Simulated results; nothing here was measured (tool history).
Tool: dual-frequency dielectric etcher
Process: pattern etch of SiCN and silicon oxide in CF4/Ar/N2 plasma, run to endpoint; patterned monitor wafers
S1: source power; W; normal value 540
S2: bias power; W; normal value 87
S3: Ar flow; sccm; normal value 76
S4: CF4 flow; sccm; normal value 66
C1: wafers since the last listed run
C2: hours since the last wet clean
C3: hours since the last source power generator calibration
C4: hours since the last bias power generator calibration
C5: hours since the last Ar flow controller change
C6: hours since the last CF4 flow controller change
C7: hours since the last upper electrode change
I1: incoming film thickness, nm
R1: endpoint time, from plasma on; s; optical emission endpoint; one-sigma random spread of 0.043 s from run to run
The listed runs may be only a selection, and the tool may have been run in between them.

run    hour   S1   S2  S3  S4    C1     C2      C3      C4      C5      C6      C7     I1    R1
  1     0.0  600   98  76  66     0  356.9  2784.1  2326.5  2601.5  3091.5   240.3   9.98   7.5
  2    66.8  470   99  84  59   627  423.7  2850.9  2393.3  2668.3  3158.3   307.1  10.07  12.7
  3   146.3  540   87  76  66   746  503.2  2930.4  2472.8  2747.8  3237.8   386.6  10.23   9.5
      173.0  -- bias power generator calibrated
  4   242.9  600   66  69  66   869  599.8  3027.0    69.9  2844.4  3334.4   483.2  10.06   7.8
      300.5  -- wet clean of the chamber
  5   301.0  540   87  76  66   320    0.5  3085.1   128.0  2902.5  3392.5   541.3  10.09   9.7
  6   349.4  540   71  76  66   454   48.9  3133.5   176.4  2950.9  3440.9   589.7  10.11  10.1
      411.2  -- CF4 flow controller replaced
  7   452.6  480   87  76  73   912  152.1  3236.7   279.6  3054.1    41.4   692.9  10.15  12.3
  8   511.2  540   87  92  66   550  210.7  3295.3   338.2  3112.7   100.0   751.5  10.06   9.7
  9   586.4  540   76  76  77   705  285.9  3370.5   413.4  3187.9   175.2   826.7  10.08   9.5
 10   660.2  430   99  76  74   692  359.7  3444.3   487.2  3261.7   249.0   900.5  10.07  15.8
 11   747.1  540   87  76  66   815  446.6  3531.2   574.1  3348.6   335.9   987.4  10.24   9.4
      816.6  -- source power generator calibrated
      893.8  -- Ar flow controller replaced
      948.0  -- wet clean of the chamber
 12   948.6  600   99  95  66  1572    0.6   132.0   775.6    54.8   537.4  1188.9  10.12   8.0
 13   989.8  540   87  64  66   386   41.8   173.2   816.8    96.0   578.6  1230.1  10.01   9.5
 14  1057.4  540   87  76  66   634  109.4   240.8   884.4   163.6   646.2  1297.7  10.08   9.6
 15  1136.5  540   87  76  66   742  188.5   319.9   963.5   242.7   725.3  1376.8  10.06   9.5
 16  1205.4  610  100  76  80   646  257.4   388.8  1032.4   311.6   794.2  1445.7  10.12   7.2
 17  1257.1  650   87  76  66   485  309.1   440.5  1084.1   363.3   845.9  1497.4  10.08   6.8
 18  1346.7  590   87  82  66   841  398.7   530.1  1173.7   452.9   935.5  1587.0  10.07   8.0
 19  1429.9  540   77  63  66   781  481.9   613.3  1256.9   536.1  1018.7  1670.2  10.11   9.4
 20  1523.0  420   72  60  50   873  575.0   706.4  1350.0   629.2  1111.8  1763.3  10.14  18.4
 21  1609.1  420  105  91  66   808  661.1   792.5  1436.1   715.3  1197.9  1849.4  10.07  16.9
     1633.1  -- wet clean of the chamber
 22  1675.9  540   67  76  66   401   42.8   859.3  1502.9   782.1  1264.7  1916.2  10.18  10.3
 23  1731.6  650   95  85  55   522   98.5   915.0  1558.6   837.8  1320.4  1971.9  10.16   7.0

How the hidden state differs across the entries between the runs, from the last listed run before each to the first after it:
From run 3 to run 4: bias power generator calibrated (hour 173.0)
  etch rate over this chamber's usual, %: 4.87 -> 5.64
  the result without the hidden state subtracted from the measured one, R1: -0.4 -> -0.5 s
From run 4 to run 5: wet clean of the chamber (hour 300.5)
  etch rate over this chamber's usual, %: 5.64 -> 0.296
  the result without the hidden state subtracted from the measured one, R1: -0.5 -> +0.0 s
From run 6 to run 7: CF4 flow controller replaced (hour 411.2)
  etch rate over this chamber's usual, %: 0.681 -> 1.5
  the result without the hidden state subtracted from the measured one, R1: +0.0 -> -0.2 s
From run 11 to run 12: source power generator calibrated (hour 816.6); Ar flow controller replaced (hour 893.8); wet clean of the chamber (hour 948.0)
  etch rate over this chamber's usual, %: 3.84 -> -0.122
  the result without the hidden state subtracted from the measured one, R1: -0.4 -> +0.0 s
From run 21 to run 22: wet clean of the chamber (hour 1633.1)
  etch rate over this chamber's usual, %: 5.13 -> 0.0485
  the result without the hidden state subtracted from the measured one, R1: -0.9 -> +0.0 s
